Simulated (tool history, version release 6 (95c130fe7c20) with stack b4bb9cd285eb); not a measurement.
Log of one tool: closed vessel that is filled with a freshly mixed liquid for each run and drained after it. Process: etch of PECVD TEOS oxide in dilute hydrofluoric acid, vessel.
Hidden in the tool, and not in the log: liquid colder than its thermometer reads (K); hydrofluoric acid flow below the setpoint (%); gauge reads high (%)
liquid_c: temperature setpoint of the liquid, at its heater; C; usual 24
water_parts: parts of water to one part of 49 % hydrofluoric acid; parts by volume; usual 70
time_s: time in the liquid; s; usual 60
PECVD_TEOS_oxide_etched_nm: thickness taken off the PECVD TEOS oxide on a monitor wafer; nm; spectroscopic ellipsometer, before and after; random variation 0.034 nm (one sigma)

run,hour,liquid_c,water_parts,time_s,wafers since the last listed run,hours since the thermometer was replaced,hours since the hydrofluoric acid flow meter was replaced,hours since the gauge calibration,"read-back film thickness of the PECVD TEOS oxide reference wafer, read on the same gauge (nm)",PECVD_TEOS_oxide_etched_nm
1,0,27,70,60,0,1152.6,425.8,393.4,139.99,9.57
2,15.1,24,70,60,1201,1167.7,440.9,408.5,140.02,8.43
3,31.5,24,70,60,1304,1184.1,457.3,424.9,139.99,8.49
4,56.7,24,70,60,2004,1209.3,482.5,450.1,140.01,8.49
5,82.4,24,70,60,2044,1235,508.2,475.8,139.99,8.49
6,106.1,24,70,60,1885,1258.7,531.9,499.5,140.02,8.47
7,124.3,25,70,60,1447,1276.9,550.1,517.7,139.99,8.76
8,151.3,25,70,60,2147,1303.9,577.1,544.7,140.02,8.74
9,181,25,70,60,2362,1333.6,606.8,574.4,139.99,8.76
10,216.6,24,70,60,2831,1369.2,642.4,610,140.02,8.35
# hour 236.6: gauge calibrated
11,252.1,24,70,60,2823,1404.7,677.9,15.5,139.98,8.44
12,276.2,24,70,60,1916,1428.8,702,39.6,139.99,8.42
# hour 289: hydrofluoric acid flow meter replaced
13,296.3,27.5,70,45,1519,1448.9,7.3,59.7,140.04,7.48
14,322.7,24,40,60,2099,1475.3,33.7,86.1,140.03,15.82
15,341,24,70,60,1455,1493.6,52,104.4,140,8.66
16,358.1,22,95,95,1360,1510.7,69.1,121.5,139.99,9.02
17,380.4,24,85,90,1773,1533,91.4,143.8,140.03,10.45
18,409.6,19.5,70,80,2322,1562.2,120.6,173,140.01,9.52
# hour 413.1: thermometer replaced
19,428.8,24,50,60,1447,15.7,139.8,192.2,140,12.39
20,460.9,24,95,75,2553,47.8,171.9,224.3,139.99,7.71
21,493.7,24,70,60,2608,80.6,204.7,257.1,140,8.61
22,509.7,24,95,80,1272,96.6,220.7,273.1,140.01,8.17
23,542.9,19,90,60,2640,129.8,253.9,306.3,139.96,5.3
24,571.1,26,70,30,2243,158,282.1,334.5,139.97,4.65
25,602.1,24,70,60,2465,189,313.1,365.5,140.01,8.54

What the log doesn't show, run by run:
liquid colder than its thermometer reads (K): 0 in every run
gauge reads high (%): 0 in every run
H1: hydrofluoric acid flow below the setpoint (%)
run,H1
1,2.1
2,2.16
3,2.23
4,2.33
5,2.44
6,2.54
7,2.61
8,2.73
9,2.85
10,3
11,3.14
12,3.24
13,0.116
14,0.225
15,0.301
16,0.372
17,0.464
18,0.585
19,0.665
20,0.798
21,0.934
22,1
23,1.14
24,1.25
25,1.38
